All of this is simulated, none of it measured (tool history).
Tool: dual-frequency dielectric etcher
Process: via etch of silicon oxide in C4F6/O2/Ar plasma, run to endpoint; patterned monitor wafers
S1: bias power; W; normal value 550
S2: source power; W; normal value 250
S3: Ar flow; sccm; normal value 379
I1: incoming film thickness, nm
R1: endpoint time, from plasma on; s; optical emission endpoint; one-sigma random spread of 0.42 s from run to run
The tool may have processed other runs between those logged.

run 1 hour=0.0 | S1=550 S2=250 S3=379 | I1=190.0 | R1=49.7
run 2 hour=23.5 | S1=550 S2=250 S3=379 | I1=190.0 | R1=50.4
run 3 hour=47.5 | S1=550 S2=250 S3=379 | I1=191.2 | R1=50.4
run 4 hour=68.5 | S1=550 S2=250 S3=379 | I1=191.0 | R1=50.8
run 5 hour=125.7 | S1=550 S2=250 S3=379 | I1=191.4 | R1=51.7
run 6 hour=145.0 | S1=550 S2=250 S3=379 | I1=191.5 | R1=51.4
run 7 hour=162.6 | S1=550 S2=250 S3=379 | I1=193.4 | R1=51.4
run 8 hour=189.2 | S1=550 S2=250 S3=379 | I1=190.1 | R1=51.0
run 9 hour=203.3 | S1=550 S2=250 S3=379 | I1=190.1 | R1=51.0
-- hour=223.2 Ar flow controller replaced
-- hour=240.1 source power generator calibrated
-- hour=244.5 upper electrode replaced
run 10 hour=245.0 | S1=550 S2=250 S3=379 | I1=191.9 | R1=51.8
run 11 hour=246.5 | S1=550 S2=250 S3=379 | I1=192.6 | R1=52.9
run 12 hour=280.3 | S1=550 S2=250 S3=379 | I1=190.0 | R1=52.7
-- hour=330.1 wet clean of the chamber
run 13 hour=337.1 | S1=550 S2=250 S3=379 | I1=191.2 | R1=47.9
run 14 hour=353.9 | S1=684 S2=250 S3=379 | I1=192.8 | R1=44.2
run 15 hour=382.8 | S1=450 S2=210 S3=379 | I1=192.9 | R1=58.2
run 16 hour=399.8 | S1=550 S2=250 S3=455 | I1=190.2 | R1=50.3
-- hour=415.0 bias power generator calibrated
run 17 hour=422.5 | S1=618 S2=200 S3=379 | I1=191.4 | R1=50.0
run 18 hour=444.0 | S1=550 S2=210 S3=314 | I1=190.5 | R1=50.9
run 19 hour=457.8 | S1=550 S2=250 S3=379 | I1=193.2 | R1=50.0
run 20 hour=488.3 | S1=550 S2=250 S3=379 | I1=190.0 | R1=48.7
run 21 hour=526.5 | S1=550 S2=250 S3=379 | I1=191.5 | R1=49.8
run 22 hour=561.3 | S1=550 S2=290 S3=295 | I1=191.8 | R1=45.9
run 23 hour=591.7 | S1=672 S2=210 S3=310 | I1=190.5 | R1=48.0
run 24 hour=611.7 | S1=508 S2=250 S3=428 | I1=189.6 | R1=52.4
run 25 hour=632.8 | S1=660 S2=250 S3=290 | I1=190.6 | R1=43.2
run 26 hour=654.1 | S1=684 S2=250 S3=379 | I1=189.8 | R1=44.6

Forecast each of these 5 alternatives for the next run:
run A hour=654.5 | S1=550 S2=250 S3=379 | I1=194.7 | R1=?
run B hour=654.5 | S1=550 S2=210 S3=285 | I1=194.7 | R1=?
run C hour=654.5 | S1=514 S2=280 S3=287 | I1=194.7 | R1=?
run D hour=654.5 | S1=550 S2=270 S3=422 | I1=194.7 | R1=?
run E hour=654.5 | S1=615 S2=310 S3=293 | I1=194.7 | R1=?

run=A R1=50.6
run=B R1=52.4
run=C R1=48.2
run=D R1=49.7
run=E R1=42.6
With no hidden state in the tool, these same runs would have given:
run=A R1=49.4
run=B R1=51.1
run=C R1=47.0
run=D R1=48.5
run=E R1=41.6
